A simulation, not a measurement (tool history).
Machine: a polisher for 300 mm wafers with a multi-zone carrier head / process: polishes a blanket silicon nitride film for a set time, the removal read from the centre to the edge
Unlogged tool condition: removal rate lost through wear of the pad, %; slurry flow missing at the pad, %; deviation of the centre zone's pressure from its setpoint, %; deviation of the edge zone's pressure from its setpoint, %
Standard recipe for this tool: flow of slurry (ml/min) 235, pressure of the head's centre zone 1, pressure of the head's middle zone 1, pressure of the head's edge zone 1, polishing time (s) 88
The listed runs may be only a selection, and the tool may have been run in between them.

run   hour  flow of slurry (ml/min)  pressure of the head's centre zone  pressure of the head's middle zone  pressure of the head's edge zone  polishing time (s)  wafers since the last listed run  wafers polished on this pad  hours since the slurry nozzle was cleaned  hours since the centre zone pressure was calibrated  hours since the edge zone pressure was calibrated  hours since the carrier head's membrane was replaced  incoming thickness of the incoming film, nm  film removed at the wafer's centre (nm)  film removed at mid-radius (nm)  film removed at the wafer's edge (nm)
  1      0                      235                                   1                                   1                                 1                 101                                 0                          142                                      271.8                                                851.8                                              344.7                                                1523.7                                        751.5                                    213.2                              211                                  220.9
  2   14.3                      235                                   1                                   1                                 1                 101                               171                          313                                      286.1                                                866.1                                                359                                                  1538                                        730.7                                    212.5                            211.5                                    218
      31.6  -- worn pad replaced by a new one
  3   32.1                      235                                   1                                   1                                 1                 101                               165                            6                                      303.9                                                883.9                                              376.8                                                1555.8                                        754.6                                    210.8                            215.9                                    221
  4   35.1                      235                                   1                                1.09                                 1                  88                                35                           42                                      306.9                                                886.9                                              379.8                                                1558.8                                        741.1                                    183.5                            203.2                                  188.7
  5   47.4                      235                                   1                                1.09                                 1                  88                               147                          189                                      319.2                                                899.2                                              392.1                                                1571.1                                        741.9                                    181.6                            197.1                                  192.9
      57.9  -- centre zone pressure recalibrated
  6   64.1                      235                                   1                                   1                                 1                  88                               176                          365                                      335.9                                                  6.2                                              408.8                                                1587.8                                        734.9                                    182.7                            190.8                                  191.2
  7   70.3                      235                                   1                                   1                                 1                  88                                74                          440                                      342.1                                                 12.4                                                415                                                  1594                                        737.8                                    183.2                            183.6                                  190.1
      78.2  -- worn pad replaced by a new one
      85.5  -- edge zone pressure recalibrated
      99.6  -- slurry nozzle cleaned
  8  100.1                      235                                   1                                   1                                 1                  88                               273                          226                                        0.5                                                 42.2                                               14.6                                                1623.8                                        741.4                                    182.9                            182.7                                  189.8
  9  106.8                      235                                0.92                                   1                                 1                  80                                80                          306                                        7.2                                                 48.9                                               21.3                                                1630.5                                        747.7                                    156.1                            166.7                                  173.1
     124.8  -- worn pad replaced by a new one
 10  125.3                      280                                   1                                0.91                              0.96                  98                               173                            6                                       25.7                                                 67.4                                               39.8                                                  1649                                        744.7                                    209.2                            202.1                                  214.7
     133.2  -- carrier head's membrane replaced by a new one
 11  135.1                      235                                1.04                                   1                                 1                  88                                57                           63                                       35.5                                                 77.2                                               49.6                                                   1.9                                        740.3                                      190                            183.9                                  192.8
 12  143.8                      165                                   1                                   1                                 1                  88                               104                          168                                       44.2                                                 85.9                                               58.3                                                  10.6                                        745.4                                    174.4                            178.6                                  181.7
 13    160                      175                                   1                                   1                                 1                  76                               194                          362                                       60.4                                                102.1                                               74.5                                                  26.8                                        734.2                                      152                            152.9                                  159.1
     169.4  -- worn pad replaced by a new one
 14  174.9                      235                                   1                                   1                                 1                  88                               130                           66                                       75.3                                                  117                                               89.4                                                  41.7                                        755.5                                    184.1                            185.2                                  187.3

List, for all runs, the conditions of the tool that the log does not record:
removal rate lost through wear of the pad, %: 0 on each run
slurry flow missing at the pad, %: 0 on each run
deviation of the centre zone's pressure from its setpoint, %: 0 on each run
deviation of the edge zone's pressure from its setpoint, %: 0 on each run
